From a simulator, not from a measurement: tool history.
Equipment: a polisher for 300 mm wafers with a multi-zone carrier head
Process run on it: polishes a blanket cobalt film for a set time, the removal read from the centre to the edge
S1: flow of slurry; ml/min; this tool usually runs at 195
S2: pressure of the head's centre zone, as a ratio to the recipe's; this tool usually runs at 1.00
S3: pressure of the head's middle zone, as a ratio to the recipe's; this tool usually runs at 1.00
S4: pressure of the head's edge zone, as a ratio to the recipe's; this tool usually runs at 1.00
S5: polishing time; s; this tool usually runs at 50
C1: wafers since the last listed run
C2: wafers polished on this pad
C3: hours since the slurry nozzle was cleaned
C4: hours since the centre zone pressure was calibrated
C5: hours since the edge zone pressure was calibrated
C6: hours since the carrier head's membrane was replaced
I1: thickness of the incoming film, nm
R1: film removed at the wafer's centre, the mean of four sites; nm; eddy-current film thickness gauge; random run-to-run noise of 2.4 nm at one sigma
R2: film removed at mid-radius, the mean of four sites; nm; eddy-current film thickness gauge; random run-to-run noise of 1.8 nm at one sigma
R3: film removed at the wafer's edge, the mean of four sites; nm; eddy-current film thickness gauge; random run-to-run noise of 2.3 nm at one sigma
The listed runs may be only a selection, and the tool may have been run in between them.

run	hour	S1	S2	S3	S4	S5	C1	C2	C3	C4	C5	C6	I1	R1	R2	R3
1	0.0	195	1.05	1.00	1.00	50	0	28	440.2	831.5	771.9	938.1	1606.3	199.2	185.0	183.0
2	20.4	195	1.00	1.00	1.00	50	118	146	460.6	851.9	792.3	958.5	1567.6	187.8	185.5	179.5
3	32.4	195	1.00	1.00	1.00	50	69	216	472.6	863.9	804.3	970.5	1603.4	183.3	180.9	179.3
4	44.4	195	1.00	1.00	1.00	50	69	285	484.6	875.9	816.3	982.5	1612.4	184.5	180.8	177.1
5	56.2	195	1.00	1.00	1.00	50	68	354	496.4	887.7	828.1	994.3	1589.7	179.4	177.6	174.5
6	62.5	195	1.00	1.00	1.00	50	36	390	502.7	894.0	834.4	1000.6	1579.8	182.4	173.6	173.5
7	73.1	195	1.00	1.00	1.00	50	61	452	513.3	904.6	845.0	1011.2	1590.7	170.7	174.5	174.6
8	89.7	195	1.00	1.00	1.00	50	96	548	529.9	921.2	861.6	1027.8	1590.7	167.7	168.5	165.3
# hour 105.0: worn pad replaced by a new one
9	105.5	195	1.00	1.00	1.00	50	68	2	545.7	937.0	877.4	1043.6	1595.8	192.4	186.4	184.1
# hour 144.5: edge zone pressure recalibrated
10	145.0	195	1.00	0.91	1.08	55	217	220	585.2	976.5	0.5	1083.1	1558.8	200.9	184.5	204.1
# hour 146.5: slurry nozzle cleaned
# hour 151.2: centre zone pressure recalibrated
# hour 156.6: carrier head's membrane replaced by a new one
11	157.1	195	1.00	1.00	1.00	50	23	244	10.6	5.9	12.6	0.5	1602.9	181.0	180.8	181.7
12	166.7	195	1.08	1.09	0.88	34	55	299	20.2	15.5	22.2	10.1	1577.2	133.5	130.1	111.1
13	175.1	195	1.05	1.00	1.00	50	48	348	28.6	23.9	30.6	18.5	1601.8	187.3	175.7	174.8
14	181.9	195	0.97	1.03	0.92	50	39	388	35.4	30.7	37.4	25.3	1613.4	168.4	178.2	165.3
15	191.2	260	1.00	1.00	0.90	50	53	442	44.7	40.0	46.7	34.6	1590.1	178.4	180.1	166.5
16	204.9	170	1.11	1.10	1.00	35	79	521	58.4	53.7	60.4	48.3	1584.9	125.9	124.0	113.2
17	220.3	260	1.00	1.00	0.89	42	89	610	73.8	69.1	75.8	63.7	1599.6	141.9	139.5	126.8
# hour 226.8: worn pad replaced by a new one
18	229.4	195	1.00	1.00	0.92	50	29	15	82.9	78.2	84.9	72.8	1606.1	190.4	190.2	179.4
19	239.8	195	1.00	1.00	0.89	50	60	75	93.3	88.6	95.3	83.2	1600.8	189.8	188.4	176.0

The tool's hidden state at each run:
slurry flow missing at the pad, %: 0 on each run
deviation of the centre zone's pressure from its setpoint, %: 0 on each run
deviation of the edge zone's pressure from its setpoint, %: 0 on each run
H1: removal rate lost through wear of the pad, %
run	H1
1	2
2	2.64
3	3.42
4	4.5
5	5.86
6	6.7
7	8.3
8	11.3
9	1.4
10	3.06
11	4.22
12	5.36
13	6.51
14	7.55
15	9.13
16	11.8
17	15.2
18	0.435
19	0.605
